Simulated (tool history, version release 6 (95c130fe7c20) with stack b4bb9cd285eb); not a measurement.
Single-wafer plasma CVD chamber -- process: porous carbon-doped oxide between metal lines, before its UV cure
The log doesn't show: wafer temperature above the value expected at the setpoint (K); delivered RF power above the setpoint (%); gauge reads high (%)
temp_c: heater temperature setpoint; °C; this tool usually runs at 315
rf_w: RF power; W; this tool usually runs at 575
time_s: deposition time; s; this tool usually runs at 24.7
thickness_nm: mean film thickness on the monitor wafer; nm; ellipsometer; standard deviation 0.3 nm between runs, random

run   hour  temp_c  rf_w  time_s  wafers since the last listed run  hours since the last thermocouple change  hours since the last RF generator calibration  hours since the showerhead was replaced  hours since the gauge calibration  read-back reference wafer on the same gauge, thickness_nm  thickness_nm
  1    0.0     315   575    24.7                                 0                                    1321.9                                         1825.8                                   5189.9                              289.7                                                    152.009       147.017
  2   13.0     315   575    24.7                               318                                    1334.9                                         1838.8                                   5202.9                              302.7                                                    151.953       147.642
  3   25.3     319   575    24.7                               301                                    1347.2                                         1851.1                                   5215.2                              315.0                                                    152.123       144.378
  4   37.9     315   575    26.1                               308                                    1359.8                                         1863.7                                   5227.8                              327.6                                                    152.019       155.746
  5   47.3     315   575    26.1                               230                                    1369.2                                         1873.1                                   5237.2                              337.0                                                    152.102       155.888
  6   56.1     315   575    26.1                               215                                    1378.0                                         1881.9                                   5246.0                              345.8                                                    152.021       155.999
  7   67.6     315   575    24.7                               281                                    1389.5                                         1893.4                                   5257.5                              357.3                                                    152.114       147.617
  8   74.6     315   575    24.7                               171                                    1396.5                                         1900.4                                   5264.5                              364.3                                                    151.972       148.101
  9   85.3     315   575    24.7                               261                                    1407.2                                         1911.1                                   5275.2                              375.0                                                    152.053       147.795
 10  102.3     315   575    28.4                               416                                    1424.2                                         1928.1                                   5292.2                              392.0                                                    151.947       168.636
 11  111.6     315   575    26.8                               227                                    1433.5                                         1937.4                                   5301.5                              401.3                                                    152.167       160.391
 12  128.3     315   575    26.8                               408                                    1450.2                                         1954.1                                   5318.2                              418.0                                                    152.084       159.498
 13  140.5     310   575    27.2                               298                                    1462.4                                         1966.3                                   5330.4                              430.2                                                    151.972       167.924
 14  148.5     315   575    24.7                               195                                    1470.4                                         1974.3                                   5338.4                              438.2                                                    151.965       147.759
 15  162.8     321   575    24.7                               349                                    1484.7                                         1988.6                                   5352.7                              452.5                                                    152.056       143.556
 16  171.5     315   575    20.9                               212                                    1493.4                                         1997.3                                   5361.4                              461.2                                                    152.031       126.324
 17  185.8     315   575    28.9                               349                                    1507.7                                         2011.6                                   5375.7                              475.5                                                    152.042       172.749
 18  192.2     301   500    22.9                               156                                    1514.1                                         2018.0                                   5382.1                              481.9                                                    151.965       132.910
 19  207.6     330   485    28.9                               376                                    1529.5                                         2033.4                                   5397.5                              497.3                                                    151.968       136.242
 20  222.0     315   575    24.7                               352                                    1543.9                                         2047.8                                   5411.9                              511.7                                                    151.952       148.956
     237.0  -- showerhead replaced
     238.1  -- thermocouple changed; heater temperature recalibrated
 21  239.4     315   575    24.7                               202                                       1.3                                         2065.2                                      2.4                              529.1                                                    152.041       143.803
 22  252.2     306   575    22.0                               313                                      14.1                                         2078.0                                     15.2                              541.9                                                    152.052       135.839
     254.1  -- gauge calibrated
 23  283.0     307   670    28.3                               753                                      44.9                                         2108.8                                     46.0                               28.9                                                    152.028       196.439
     296.5  -- RF generator calibrated
 24  297.0     322   575    24.7                               146                                      58.9                                            0.5                                     60.0                               42.9                                                    152.010       138.420
 25  303.2     324   640    28.6                               151                                      65.1                                            6.7                                     66.2                               49.1                                                    152.015       172.800
 26  313.8     315   575    24.7                               259                                      75.7                                           17.3                                     76.8                               59.7                                                    151.931       144.030
 27  325.0     308   660    23.4                               274                                      86.9                                           28.5                                     88.0                               70.9                                                    152.049       160.306
 28  334.7     300   575    26.3                               237                                      96.6                                           38.2                                     97.7                               80.6                                                    151.864       168.023
 29  351.2     315   545    27.1                               403                                     113.1                                           54.7                                    114.2                               97.1                                                    152.014       151.207
 30  361.8     315   575    24.7                               259                                     123.7                                           65.3                                    124.8                              107.7                                                    152.054       143.852
 31  371.3     315   575    24.7                               232                                     133.2                                           74.8                                    134.3                              117.2                                                    151.927       144.478
 32  384.9     315   620    24.7                               332                                     146.8                                           88.4                                    147.9                              130.8                                                    152.061       153.397
 33  401.1     305   680    21.4                               396                                     163.0                                          104.6                                    164.1                              147.0                                                    152.080       153.461

Take each entry between the runs: how does the hidden state at the last listed run before it differ from the hidden state at the first listed run after it?
Run 20 -> run 21: showerhead replaced (hour 237.0); thermocouple changed; heater temperature recalibrated (hour 238.1)
  wafer temperature above the value expected at the setpoint (K): -5.72 -> -0.535
  measured less the result without the state, thickness_nm: +4.997 -> +0.450 nm
Run 22 -> run 23: gauge calibrated (hour 254.1)
  wafer temperature above the value expected at the setpoint (K): -0.536 -> -0.54
  measured less the result without the state, thickness_nm: +0.453 -> +0.658 nm
Run 23 -> run 24: RF generator calibrated (hour 296.5)
  wafer temperature above the value expected at the setpoint (K): -0.54 -> -0.543
  measured less the result without the state, thickness_nm: +0.658 -> +0.418 nm

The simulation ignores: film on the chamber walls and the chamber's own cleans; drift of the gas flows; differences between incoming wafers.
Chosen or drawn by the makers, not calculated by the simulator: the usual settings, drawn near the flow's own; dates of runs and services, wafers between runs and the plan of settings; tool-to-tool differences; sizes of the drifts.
